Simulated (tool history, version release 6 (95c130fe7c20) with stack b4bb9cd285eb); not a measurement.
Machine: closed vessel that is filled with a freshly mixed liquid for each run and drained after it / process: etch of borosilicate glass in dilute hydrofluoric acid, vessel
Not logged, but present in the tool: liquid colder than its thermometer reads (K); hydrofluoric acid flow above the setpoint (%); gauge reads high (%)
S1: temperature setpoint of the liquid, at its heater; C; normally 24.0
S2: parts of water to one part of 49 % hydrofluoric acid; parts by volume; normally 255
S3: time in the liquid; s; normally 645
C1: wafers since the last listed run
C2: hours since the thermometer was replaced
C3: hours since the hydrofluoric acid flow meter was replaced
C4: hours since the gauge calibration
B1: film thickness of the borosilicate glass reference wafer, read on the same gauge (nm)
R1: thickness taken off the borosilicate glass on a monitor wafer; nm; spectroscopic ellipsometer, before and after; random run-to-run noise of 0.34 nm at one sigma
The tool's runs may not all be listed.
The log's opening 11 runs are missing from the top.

run   hour    S1   S2   S3    C1      C2      C3     C4     B1      R1
 12  131.1  24.0  195  645  1060  2122.7  1947.8  276.9  40.05   89.51
 13  145.5  24.0  195  645   872  2137.1  1962.2  291.3  40.00   88.05
     153.2  -- gauge calibrated
 14  155.6  24.0  255  645   612  2147.2  1972.3    2.4  40.03   64.78
 15  165.8  24.0  255  830   618  2157.4  1982.5   12.6  39.94   81.89
 16  173.8  24.0  255  645   484  2165.4  1990.5   20.6  40.00   64.33
 17  185.9  24.0  335  375   733  2177.5  2002.6   32.7  40.01   26.37
 18  192.7  26.5  345  275   412  2184.3  2009.4   39.5  40.05   20.27
 19  204.8  24.0  255  645   733  2196.4  2021.5   51.6  40.01   64.75
 20  249.5  19.0  160  645  2708  2241.1  2066.2   96.3  39.96   92.75
     254.5  -- thermometer replaced
 21  257.5  20.5  255  325   424     3.0  2074.2  104.3  39.98   28.69
 22  272.3  24.0  255  645   896    17.8  2089.0  119.1  40.02   64.75
 23  284.2  24.0  140  645   721    29.7  2100.9  131.0  40.00  133.59
     303.7  -- hydrofluoric acid flow meter replaced
 24  308.8  24.0  255  645  1430    54.3     5.1  155.6  40.02   56.40
 25  316.4  24.0  255  645   460    61.9    12.7  163.2  39.93   56.49
 26  333.8  24.0  255  755  1054    79.3    30.1  180.6  39.99   66.54
 27  347.7  20.5  255  410   842    93.2    44.0  194.5  40.00   31.68
 28  358.0  24.0  255  295   624   103.5    54.3  204.8  39.97   26.19
 29  374.5  22.0  255  645   999   120.0    70.8  221.3  39.94   53.05
 30  382.0  20.5  255  480   454   127.5    78.3  228.8  40.00   37.43
 31  399.5  24.0  175  645  1060   145.0    95.8  246.3  40.00   90.29
 32  416.6  28.5  135  505  1036   162.1   112.9  263.4  40.02  113.94
 33  428.3  24.0  365  870   709   173.8   124.6  275.1  40.01   48.12
 34  439.4  26.5  325  460   672   184.9   135.7  286.2  39.97   32.55

Consider 3 possible next runs. They are alternatives, not a sequence: every one starts from the tool as it was left by run 34. What does each give?
  A  440.2  24.0  255  525  48  185.7  136.5  287.0   ?   ?
  B  440.2  24.0  320  645  48  185.7  136.5  287.0   ?   ?
  C  440.2  24.0  195  955  48  185.7  136.5  287.0   ?   ?

run     B1      R1
  A  39.98   46.78
  B  39.98   42.98
  C  39.98  118.44
Without the tool's hidden state the same runs would have given:
run      R1
  A   46.25
  B   42.47
  C  117.14
